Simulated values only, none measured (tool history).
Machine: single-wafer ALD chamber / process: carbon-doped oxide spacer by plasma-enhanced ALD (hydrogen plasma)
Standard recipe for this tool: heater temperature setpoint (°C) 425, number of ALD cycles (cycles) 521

run    day  heater temperature setpoint (°C)  number of ALD cycles (cycles)  wafers since the last listed run  hours since the last thermocouple change  hours since the gauge calibration  read-back reference wafer on the same gauge, thickness_nm  mean film thickness on the monitor wafer (Å)
  1  0.000                               419                            580                                 0                                    2354.0                               35.2                                                     20.149                                        274.44
  2  0.321                               419                            580                                 3                                    2361.7                               42.9                                                     20.158                                        274.04
  3  1.579                               418                            471                                13                                    2391.9                               73.1                                                     20.186                                        223.10
  4  1.925                               418                            471                                 3                                    2400.2                               81.4                                                     20.200                                        223.82
  5  3.625                               425                            521                                18                                    2441.0                              122.2                                                     20.226                                        241.20
     4.067  -- thermocouple changed; heater temperature recalibrated
  6  5.350                               425                            521                                14                                      30.8                              163.6                                                     20.262                                        243.46
  7  5.933                               425                            521                                 6                                      44.8                              177.6                                                     20.258                                        243.56
  8  6.233                               413                            566                                 3                                      52.0                              184.8                                                     20.272                                        273.54
  9  6.538                               425                            521                                 3                                      59.3                              192.1                                                     20.269                                        243.95
     7.158  -- gauge calibrated
 10  7.200                               417                            613                                 7                                      75.2                                1.0                                                     20.114                                        289.08
 11  7.658                               412                            589                                 4                                      86.2                               12.0                                                     20.121                                        282.77
 12  8.129                               425                            521                                 5                                      97.5                               23.3                                                     20.125                                        240.28
 13  8.708                               430                            435                                 6                                     111.4                               37.2                                                     20.138                                        197.87
 14  9.342                               425                            521                                 6                                     126.6                               52.4                                                     20.153                                        242.55

Take each entry between the runs: how does the hidden state at the last listed run before it differ from the hidden state at the first listed run after it?
After run 5, before run 6: thermocouple changed; heater temperature recalibrated (day 4.067)
  gauge reads high (%): 0.587 -> 0.752
  measured minus no-state result, mean film thickness on the monitor wafer (Å): +1.41 -> +1.82
After run 9, before run 10: gauge calibrated (day 7.158)
  gauge reads high (%): 0.866 -> 0.0452
  measured minus no-state result, mean film thickness on the monitor wafer (Å): +2.10 -> +0.13

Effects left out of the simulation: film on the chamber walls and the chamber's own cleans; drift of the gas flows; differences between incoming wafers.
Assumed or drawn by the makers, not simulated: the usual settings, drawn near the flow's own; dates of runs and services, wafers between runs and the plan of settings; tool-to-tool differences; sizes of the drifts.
